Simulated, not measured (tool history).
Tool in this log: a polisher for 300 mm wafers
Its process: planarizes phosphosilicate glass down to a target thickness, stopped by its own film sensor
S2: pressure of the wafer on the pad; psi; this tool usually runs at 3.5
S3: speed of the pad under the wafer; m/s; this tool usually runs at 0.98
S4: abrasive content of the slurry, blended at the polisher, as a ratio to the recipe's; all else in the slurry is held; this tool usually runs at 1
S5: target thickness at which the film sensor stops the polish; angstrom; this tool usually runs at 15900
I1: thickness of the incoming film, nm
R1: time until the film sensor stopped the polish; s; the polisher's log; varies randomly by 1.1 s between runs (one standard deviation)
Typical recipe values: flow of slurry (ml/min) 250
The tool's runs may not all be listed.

{"run": 1, "hour": 0.0, "flow of slurry (ml/min)": 250, "S2": 3.5, "S3": 0.98, "S4": 1, "S5": 15900, "I1": 2387.8, "R1": 87.3}
{"hour": 0.7, "done": "head pressure recalibrated"}
{"hour": 16.6, "done": "slurry blender recalibrated"}
{"run": 2, "hour": 39.7, "flow of slurry (ml/min)": 250, "S2": 3.5, "S3": 0.98, "S4": 1, "S5": 15900, "I1": 2384.7, "R1": 86.6}
{"hour": 92.0, "done": "worn pad replaced by a new one"}
{"run": 3, "hour": 106.0, "flow of slurry (ml/min)": 250, "S2": 3.5, "S3": 0.98, "S4": 1, "S5": 15900, "I1": 2392.6, "R1": 87.6}
{"run": 4, "hour": 175.8, "flow of slurry (ml/min)": 250, "S2": 3.5, "S3": 0.98, "S4": 1, "S5": 15900, "I1": 2350.9, "R1": 85.4}
{"run": 5, "hour": 209.6, "flow of slurry (ml/min)": 200, "S2": 3.5, "S3": 0.98, "S4": 1, "S5": 15900, "I1": 2349.2, "R1": 88.4}
{"run": 6, "hour": 247.4, "flow of slurry (ml/min)": 200, "S2": 3.5, "S3": 0.98, "S4": 1, "S5": 15900, "I1": 2371.5, "R1": 91.3}
{"hour": 272.5, "done": "worn pad replaced by a new one"}
{"hour": 272.9, "done": "conditioning disc replaced and pad reconditioned"}
{"run": 7, "hour": 298.1, "flow of slurry (ml/min)": 200, "S2": 3.5, "S3": 0.98, "S4": 1, "S5": 15900, "I1": 2363, "R1": 89.6}
{"hour": 367.6, "done": "slurry blender recalibrated"}
{"run": 8, "hour": 368.1, "flow of slurry (ml/min)": 225, "S2": 3.5, "S3": 0.98, "S4": 1, "S5": 15900, "I1": 2358.4, "R1": 88.8}
{"run": 9, "hour": 419.1, "flow of slurry (ml/min)": 250, "S2": 3.5, "S3": 0.98, "S4": 1, "S5": 15900, "I1": 2357.4, "R1": 85.2}
{"run": 10, "hour": 459.2, "flow of slurry (ml/min)": 250, "S2": 3.5, "S3": 1.22, "S4": 1.3, "S5": 14300, "I1": 2373.8, "R1": 80.6}
{"hour": 467.2, "done": "worn pad replaced by a new one"}
{"run": 11, "hour": 504.1, "flow of slurry (ml/min)": 250, "S2": 3.5, "S3": 0.98, "S4": 1, "S5": 15900, "I1": 2362.2, "R1": 86.8}
{"hour": 555.3, "done": "head pressure recalibrated"}
{"hour": 558.4, "done": "slurry nozzle cleaned"}
{"hour": 659.3, "done": "worn pad replaced by a new one"}
{"hour": 673.2, "done": "conditioning disc replaced and pad reconditioned"}
{"run": 12, "hour": 704.8, "flow of slurry (ml/min)": 250, "S2": 3.5, "S3": 0.98, "S4": 1, "S5": 15900, "I1": 2409.5, "R1": 88.6}
{"hour": 720.1, "done": "slurry blender recalibrated"}
{"run": 13, "hour": 775.4, "flow of slurry (ml/min)": 330, "S2": 3.5, "S3": 1.22, "S4": 1.15, "S5": 18250, "I1": 2358.1, "R1": 45.4}
{"run": 14, "hour": 807.8, "flow of slurry (ml/min)": 210, "S2": 4, "S3": 0.98, "S4": 1, "S5": 15900, "I1": 2398, "R1": 80.4}
{"run": 15, "hour": 842.9, "flow of slurry (ml/min)": 335, "S2": 4.3, "S3": 0.98, "S4": 1.15, "S5": 16960, "I1": 2363.8, "R1": 53.3}
{"hour": 850.7, "done": "worn pad replaced by a new one"}
{"run": 16, "hour": 880.4, "flow of slurry (ml/min)": 250, "S2": 2.5, "S3": 0.98, "S4": 1, "S5": 15040, "I1": 2345.9, "R1": 129.1}

Measured result minus the same run's result without the hidden state. Both carry the same run-to-run variation, though not necessarily the same gauge scatter:
The hidden state here: removal rate lost through wear of the pad, %; slurry flow missing at the pad, %; deviation of the head's pressure from its setpoint, %; abrasive missing from the slurry, %; time polished since the conditioner stopped cutting, s.
run=1 R1=+2.9
run=2 R1=+3.2
run=3 R1=+3.8
run=4 R1=+4.1
run=5 R1=+5.5
run=6 R1=+6
run=7 R1=+6.1
run=8 R1=+5.6
run=9 R1=+5
run=10 R1=+4.8
run=11 R1=+5.3
run=12 R1=+1.9
run=13 R1=+1.1
run=14 R1=+3.3
run=15 R1=+1.5
run=16 R1=+5.1

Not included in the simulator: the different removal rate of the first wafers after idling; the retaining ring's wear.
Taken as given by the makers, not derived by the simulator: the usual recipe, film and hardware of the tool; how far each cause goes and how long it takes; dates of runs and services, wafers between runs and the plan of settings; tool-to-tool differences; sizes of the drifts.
